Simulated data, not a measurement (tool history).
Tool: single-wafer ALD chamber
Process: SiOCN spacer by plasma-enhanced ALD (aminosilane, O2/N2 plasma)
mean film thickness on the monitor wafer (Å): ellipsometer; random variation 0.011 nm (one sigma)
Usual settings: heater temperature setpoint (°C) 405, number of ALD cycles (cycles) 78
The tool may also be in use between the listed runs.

| run | hour | heater temperature setpoint (°C) | number of ALD cycles (cycles) | read-back reference wafer on the same gauge, thickness_nm | mean film thickness on the monitor wafer (Å) |
|---|---|---|---|---|---|
| 1 | 0 | 405 | 72 | 4.967 | 40.16 |
| 2 | 102.1 | 413 | 78 | 4.969 | 42.89 |
| 3 | 209.9 | 413 | 78 | 4.968 | 42.89 |
| 4 | 285.6 | 413 | 78 | 4.971 | 42.64 |
| 5 | 322.1 | 405 | 78 | 4.973 | 43.8 |
| 6 | 398.1 | 405 | 78 | 4.968 | 43.77 |
| 7 | 482.1 | 405 | 78 | 4.972 | 43.75 |
| 8 | 528.6 | 405 | 78 | 4.965 | 43.69 |
| 9 | 583.5 | 405 | 78 | 4.973 | 43.71 |
| 10 | 628.9 | 405 | 78 | 4.97 | 43.78 |
| 11 | 706.7 | 405 | 78 | 4.966 | 43.68 |
| 12 | 807.3 | 405 | 78 | 4.969 | 43.82 |
|  | 843.8 | thermocouple changed; heater temperature recalibrated |
| 13 | 856.1 | 405 | 78 | 4.967 | 43.33 |
| 14 | 947.7 | 405 | 78 | 4.971 | 43.24 |
| 15 | 992.8 | 405 | 78 | 4.975 | 43.1 |
| 16 | 1140.8 | 405 | 78 | 4.971 | 43.3 |
| 17 | 1212.6 | 405 | 78 | 4.972 | 43.32 |

Run 18 comes next. What will it give?
| 18 | 1268.2 | 405 | 78 | ? | ? |

{"run 18": {"read-back reference wafer on the same gauge, thickness_nm": 4.973, "mean film thickness on the monitor wafer (Å)": 43.62}}
Without the tool's hidden state the same run would have given mean film thickness on the monitor wafer (Å) 43.26.
